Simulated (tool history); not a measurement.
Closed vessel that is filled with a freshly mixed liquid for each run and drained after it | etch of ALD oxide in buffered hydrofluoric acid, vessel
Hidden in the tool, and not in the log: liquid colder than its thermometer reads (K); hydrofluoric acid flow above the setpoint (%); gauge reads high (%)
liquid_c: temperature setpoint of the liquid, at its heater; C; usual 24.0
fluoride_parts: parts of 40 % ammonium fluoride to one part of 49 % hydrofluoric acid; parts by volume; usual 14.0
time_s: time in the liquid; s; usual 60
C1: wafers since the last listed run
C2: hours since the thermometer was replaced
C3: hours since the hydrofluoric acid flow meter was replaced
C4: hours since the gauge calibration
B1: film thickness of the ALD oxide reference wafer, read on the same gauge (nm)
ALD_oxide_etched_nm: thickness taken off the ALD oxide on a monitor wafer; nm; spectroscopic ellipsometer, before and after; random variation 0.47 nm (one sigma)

run 1 hour=0.0 | liquid_c=25.0 fluoride_parts=10.0 time_s=60 | C1=0 C2=1631.6 C3=1216.6 C4=258.9 | B1=149.99 | ALD_oxide_etched_nm=157.11
run 2 hour=88.5 | liquid_c=24.0 fluoride_parts=16.0 time_s=60 | C1=9103 C2=1720.1 C3=1305.1 C4=347.4 | B1=149.98 | ALD_oxide_etched_nm=94.22
run 3 hour=132.8 | liquid_c=24.0 fluoride_parts=16.0 time_s=60 | C1=4556 C2=1764.4 C3=1349.4 C4=391.7 | B1=150.00 | ALD_oxide_etched_nm=93.56
run 4 hour=157.4 | liquid_c=24.0 fluoride_parts=14.0 time_s=75 | C1=2530 C2=1789.0 C3=1374.0 C4=416.3 | B1=150.00 | ALD_oxide_etched_nm=134.22
run 5 hour=191.3 | liquid_c=24.0 fluoride_parts=14.0 time_s=75 | C1=3487 C2=1822.9 C3=1407.9 C4=450.2 | B1=150.00 | ALD_oxide_etched_nm=134.27
run 6 hour=214.6 | liquid_c=24.0 fluoride_parts=14.0 time_s=75 | C1=2396 C2=1846.2 C3=1431.2 C4=473.5 | B1=149.98 | ALD_oxide_etched_nm=133.51
run 7 hour=233.5 | liquid_c=24.0 fluoride_parts=14.0 time_s=60 | C1=1944 C2=1865.1 C3=1450.1 C4=492.4 | B1=150.02 | ALD_oxide_etched_nm=106.16
run 8 hour=267.2 | liquid_c=24.0 fluoride_parts=14.0 time_s=60 | C1=3466 C2=1898.8 C3=1483.8 C4=526.1 | B1=150.00 | ALD_oxide_etched_nm=107.61
-- hour=274.4 gauge calibrated
-- hour=276.0 hydrofluoric acid flow meter replaced
run 9 hour=300.1 | liquid_c=24.0 fluoride_parts=14.0 time_s=60 | C1=3281 C2=1931.7 C3=24.1 C4=25.7 | B1=149.99 | ALD_oxide_etched_nm=107.48
run 10 hour=312.6 | liquid_c=24.0 fluoride_parts=14.0 time_s=70 | C1=1285 C2=1944.2 C3=36.6 C4=38.2 | B1=150.01 | ALD_oxide_etched_nm=124.83
run 11 hour=332.1 | liquid_c=24.0 fluoride_parts=14.0 time_s=60 | C1=2005 C2=1963.7 C3=56.1 C4=57.7 | B1=150.01 | ALD_oxide_etched_nm=107.57
run 12 hour=359.1 | liquid_c=24.0 fluoride_parts=14.0 time_s=60 | C1=2777 C2=1990.7 C3=83.1 C4=84.7 | B1=150.01 | ALD_oxide_etched_nm=106.51
run 13 hour=380.8 | liquid_c=21.5 fluoride_parts=14.0 time_s=60 | C1=2232 C2=2012.4 C3=104.8 C4=106.4 | B1=150.01 | ALD_oxide_etched_nm=92.97
run 14 hour=411.9 | liquid_c=21.5 fluoride_parts=14.0 time_s=60 | C1=3199 C2=2043.5 C3=135.9 C4=137.5 | B1=150.00 | ALD_oxide_etched_nm=93.41
run 15 hour=428.8 | liquid_c=21.5 fluoride_parts=14.0 time_s=60 | C1=1738 C2=2060.4 C3=152.8 C4=154.4 | B1=149.99 | ALD_oxide_etched_nm=92.90
run 16 hour=459.9 | liquid_c=24.0 fluoride_parts=14.0 time_s=60 | C1=3199 C2=2091.5 C3=183.9 C4=185.5 | B1=149.98 | ALD_oxide_etched_nm=107.73
run 17 hour=478.5 | liquid_c=20.0 fluoride_parts=11.5 time_s=70 | C1=1913 C2=2110.1 C3=202.5 C4=204.1 | B1=150.01 | ALD_oxide_etched_nm=121.85
run 18 hour=511.1 | liquid_c=19.5 fluoride_parts=12.5 time_s=60 | C1=3353 C2=2142.7 C3=235.1 C4=236.7 | B1=149.97 | ALD_oxide_etched_nm=93.82
run 19 hour=542.7 | liquid_c=28.0 fluoride_parts=10.0 time_s=60 | C1=3250 C2=2174.3 C3=266.7 C4=268.3 | B1=149.97 | ALD_oxide_etched_nm=185.81
run 20 hour=555.7 | liquid_c=24.0 fluoride_parts=10.5 time_s=60 | C1=1337 C2=2187.3 C3=279.7 C4=281.3 | B1=150.01 | ALD_oxide_etched_nm=142.52
-- hour=560.6 thermometer replaced
run 21 hour=577.2 | liquid_c=24.0 fluoride_parts=12.0 time_s=60 | C1=2108 C2=16.6 C3=301.2 C4=302.8 | B1=149.99 | ALD_oxide_etched_nm=124.84
run 22 hour=602.7 | liquid_c=24.0 fluoride_parts=17.0 time_s=85 | C1=2623 C2=42.1 C3=326.7 C4=328.3 | B1=150.00 | ALD_oxide_etched_nm=124.34
run 23 hour=638.4 | liquid_c=27.0 fluoride_parts=14.0 time_s=60 | C1=3672 C2=77.8 C3=362.4 C4=364.0 | B1=150.01 | ALD_oxide_etched_nm=125.42
run 24 hour=654.0 | liquid_c=24.0 fluoride_parts=14.0 time_s=45 | C1=1604 C2=93.4 C3=378.0 C4=379.6 | B1=149.98 | ALD_oxide_etched_nm=80.26
run 25 hour=675.6 | liquid_c=24.0 fluoride_parts=14.0 time_s=60 | C1=2221 C2=115.0 C3=399.6 C4=401.2 | B1=150.02 | ALD_oxide_etched_nm=107.49
-- hour=716.5 gauge calibrated
run 26 hour=749.0 | liquid_c=24.0 fluoride_parts=18.5 time_s=60 | C1=7550 C2=188.4 C3=473.0 C4=32.5 | B1=149.98 | ALD_oxide_etched_nm=81.69
run 27 hour=779.8 | liquid_c=24.0 fluoride_parts=12.0 time_s=50 | C1=3168 C2=219.2 C3=503.8 C4=63.3 | B1=150.01 | ALD_oxide_etched_nm=103.57
run 28 hour=797.3 | liquid_c=22.0 fluoride_parts=9.0 time_s=45 | C1=1800 C2=236.7 C3=521.3 C4=80.8 | B1=149.99 | ALD_oxide_etched_nm=106.75
run 29 hour=818.5 | liquid_c=24.0 fluoride_parts=14.0 time_s=60 | C1=2180 C2=257.9 C3=542.5 C4=102.0 | B1=150.01 | ALD_oxide_etched_nm=107.13
run 30 hour=831.8 | liquid_c=24.0 fluoride_parts=14.0 time_s=80 | C1=1368 C2=271.2 C3=555.8 C4=115.3 | B1=150.01 | ALD_oxide_etched_nm=142.51
run 31 hour=859.7 | liquid_c=24.0 fluoride_parts=8.5 time_s=35 | C1=2869 C2=299.1 C3=583.7 C4=143.2 | B1=150.01 | ALD_oxide_etched_nm=98.44

What the log doesn't show, run by run:
liquid colder than its thermometer reads (K): 0 in every run
hydrofluoric acid flow above the setpoint (%): 0 in every run
gauge reads high (%): 0 in every run
